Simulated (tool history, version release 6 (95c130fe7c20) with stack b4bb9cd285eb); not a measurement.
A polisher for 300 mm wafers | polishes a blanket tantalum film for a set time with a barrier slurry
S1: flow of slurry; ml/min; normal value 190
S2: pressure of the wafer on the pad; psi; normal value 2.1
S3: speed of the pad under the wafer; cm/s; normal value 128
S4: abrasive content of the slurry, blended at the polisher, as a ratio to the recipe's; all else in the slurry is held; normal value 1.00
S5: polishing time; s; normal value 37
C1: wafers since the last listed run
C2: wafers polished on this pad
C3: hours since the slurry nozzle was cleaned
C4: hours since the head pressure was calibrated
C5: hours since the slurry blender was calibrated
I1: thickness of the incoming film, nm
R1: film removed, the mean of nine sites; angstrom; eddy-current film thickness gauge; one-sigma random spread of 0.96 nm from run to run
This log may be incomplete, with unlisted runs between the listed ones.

Run 1, hour 0.0: usual settings but S1 145 ml/min, S3 148 cm/s; C1 0; C2 30; C3 128.9; C4 468.4; C5 173.9; I1 237.3. Result: R1 762 angstrom.
Run 2, hour 32.5: usual settings; C1 246; C2 276; C3 161.4; C4 500.9; C5 206.4; I1 241.7. Result: R1 701 angstrom.
Run 3, hour 105.7: usual settings; C1 554; C2 830; C3 234.6; C4 574.1; C5 279.6; I1 242.1. Result: R1 693 angstrom.
Run 4, hour 145.3: usual settings; C1 299; C2 1129; C3 274.2; C4 613.7; C5 319.2; I1 242.7. Result: R1 703 angstrom.
At hour 155.6: head pressure recalibrated.
Run 5, hour 195.4: usual settings; C1 364; C2 1493; C3 324.3; C4 39.8; C5 369.3; I1 239.6. Result: R1 703 angstrom.
Run 6, hour 229.0: usual settings; C1 254; C2 1748; C3 357.9; C4 73.4; C5 402.9; I1 241.2. Result: R1 692 angstrom.
Run 7, hour 261.7: usual settings but S2 1.7 psi, S5 43 s; C1 247; C2 1995; C3 390.6; C4 106.1; C5 435.6; I1 239.8. Result: R1 679 angstrom.
Run 8, hour 306.1: usual settings but S1 215 ml/min, S5 25 s; C1 336; C2 2331; C3 435.0; C4 150.5; C5 480.0; I1 238.5. Result: R1 495 angstrom.
Run 9, hour 331.3: usual settings but S1 230 ml/min; C1 190; C2 2522; C3 460.2; C4 175.7; C5 505.2; I1 243.5. Result: R1 715 angstrom.
Run 10, hour 400.0: usual settings; C1 520; C2 3042; C3 528.9; C4 244.4; C5 573.9; I1 243.6. Result: R1 703 angstrom.
At hour 430.2: slurry blender recalibrated.
Run 11, hour 447.3: usual settings; C1 342; C2 3385; C3 576.2; C4 291.7; C5 17.1; I1 240.4. Result: R1 696 angstrom.
Run 12, hour 511.5: usual settings but S2 1.5 psi, S3 144 cm/s; C1 485; C2 3871; C3 640.4; C4 355.9; C5 81.3; I1 242.1. Result: R1 571 angstrom.
Run 13, hour 559.6: usual settings; C1 364; C2 4235; C3 688.5; C4 404.0; C5 129.4; I1 243.7. Result: R1 693 angstrom.
At hour 568.7: worn pad replaced by a new one.
At hour 600.0: slurry nozzle cleaned.
Run 14, hour 607.0: usual settings but S3 162 cm/s; C1 320; C2 282; C3 7.0; C4 451.4; C5 176.8; I1 239.5. Result: R1 844 angstrom.
Run 15, hour 640.1: usual settings but S1 160 ml/min, S2 1.6 psi, S4 1.10, S5 41 s; C1 250; C2 532; C3 40.1; C4 484.5; C5 209.9; I1 243.5. Result: R1 602 angstrom.
Run 16, hour 720.6: usual settings but S1 255 ml/min, S4 0.80; C1 609; C2 1142; C3 120.6; C4 565.0; C5 290.4; I1 242.4. Result: R1 656 angstrom.
Run 17, hour 787.2: usual settings but S1 240 ml/min, S2 1.8 psi, S5 48 s; C1 504; C2 1646; C3 187.2; C4 631.6; C5 357.0; I1 240.8. Result: R1 816 angstrom.
Run 18, hour 821.5: usual settings but S4 1.10; C1 259; C2 1905; C3 221.5; C4 665.9; C5 391.3; I1 241.7. Result: R1 719 angstrom.
At hour 833.1: head pressure recalibrated.
Run 19, hour 857.9: usual settings but S4 1.15; C1 260; C2 2166; C3 257.9; C4 24.8; C5 427.7; I1 242.7. Result: R1 725 angstrom.
Run 20, hour 918.4: usual settings but S1 140 ml/min, S3 142 cm/s; C1 457; C2 2624; C3 318.4; C4 85.3; C5 488.2; I1 239.5. Result: R1 732 angstrom.
Run 21, hour 949.3: usual settings; C1 233; C2 2858; C3 349.3; C4 116.2; C5 519.1; I1 238.6. Result: R1 693 angstrom.
Run 22, hour 982.2: usual settings but S2 2.7 psi, S3 168 cm/s, S5 28 s; C1 249; C2 3107; C3 382.2; C4 149.1; C5 552.0; I1 240.0. Result: R1 863 angstrom.
At hour 987.1: slurry blender recalibrated.
Run 23, hour 1022.2: usual settings but S1 255 ml/min; C1 287; C2 3394; C3 422.2; C4 189.1; C5 35.1; I1 243.9. Result: R1 725 angstrom.
Run 24, hour 1091.9: usual settings but S5 32 s; C1 527; C2 3922; C3 491.9; C4 258.8; C5 104.8; I1 245.0. Result: R1 608 angstrom.
Run 25, hour 1158.3: usual settings but S1 170 ml/min, S2 2.3 psi, S3 166 cm/s, S4 1.30; C1 502; C2 4424; C3 558.3; C4 325.2; C5 171.2; I1 238.7. Result: R1 1006 angstrom.
At hour 1176.4: worn pad replaced by a new one.
Run 26, hour 1201.3: usual settings but S3 152 cm/s, S4 0.85; C1 295; C2 188; C3 601.3; C4 368.2; C5 214.2; I1 244.1. Result: R1 761 angstrom.
Run 27, hour 1231.2: usual settings but S2 2.4 psi, S5 41 s; C1 226; C2 414; C3 631.2; C4 398.1; C5 244.1; I1 240.9. Result: R1 894 angstrom.
Run 28, hour 1311.6: usual settings but S1 165 ml/min, S3 140 cm/s; C1 608; C2 1023; C3 711.6; C4 478.5; C5 324.5; I1 240.3. Result: R1 724 angstrom.
At hour 1342.6: slurry nozzle cleaned.
Run 29, hour 1361.7: usual settings; C1 371; C2 1395; C3 19.1; C4 528.6; C5 374.6; I1 240.8. Result: R1 695 angstrom.
Run 30, hour 1393.2: usual settings but S2 1.6 psi, S4 1.30; C1 238; C2 1633; C3 50.6; C4 560.1; C5 406.1; I1 243.7. Result: R1 596 angstrom.
At hour 1523.2: head pressure recalibrated.
At hour 1533.2: slurry blender recalibrated.
Run 31, hour 1605.0: usual settings; C1 1572; C2 3206; C3 262.4; C4 81.8; C5 71.8; I1 235.2. Result: R1 715 angstrom.

What differs in the tool's unlogged condition from the final listed run ahead of each entry between runs to the first listed run following it?
After run 4, before run 5: head pressure recalibrated (hour 155.6)
  nothing in the hidden state changes from one run to the other
After run 10, before run 11: slurry blender recalibrated (hour 430.2)
  nothing in the hidden state changes from one run to the other
After run 13, before run 14: worn pad replaced by a new one (hour 568.7); slurry nozzle cleaned (hour 600.0)
  nothing in the hidden state changes from one run to the other
After run 18, before run 19: head pressure recalibrated (hour 833.1)
  nothing in the hidden state changes from one run to the other
After run 22, before run 23: slurry blender recalibrated (hour 987.1)
  nothing in the hidden state changes from one run to the other
After run 25, before run 26: worn pad replaced by a new one (hour 1176.4)
  nothing in the hidden state changes from one run to the other
After run 28, before run 29: slurry nozzle cleaned (hour 1342.6)
  nothing in the hidden state changes from one run to the other
After run 30, before run 31: head pressure recalibrated (hour 1523.2); slurry blender recalibrated (hour 1533.2)
  nothing in the hidden state changes from one run to the other
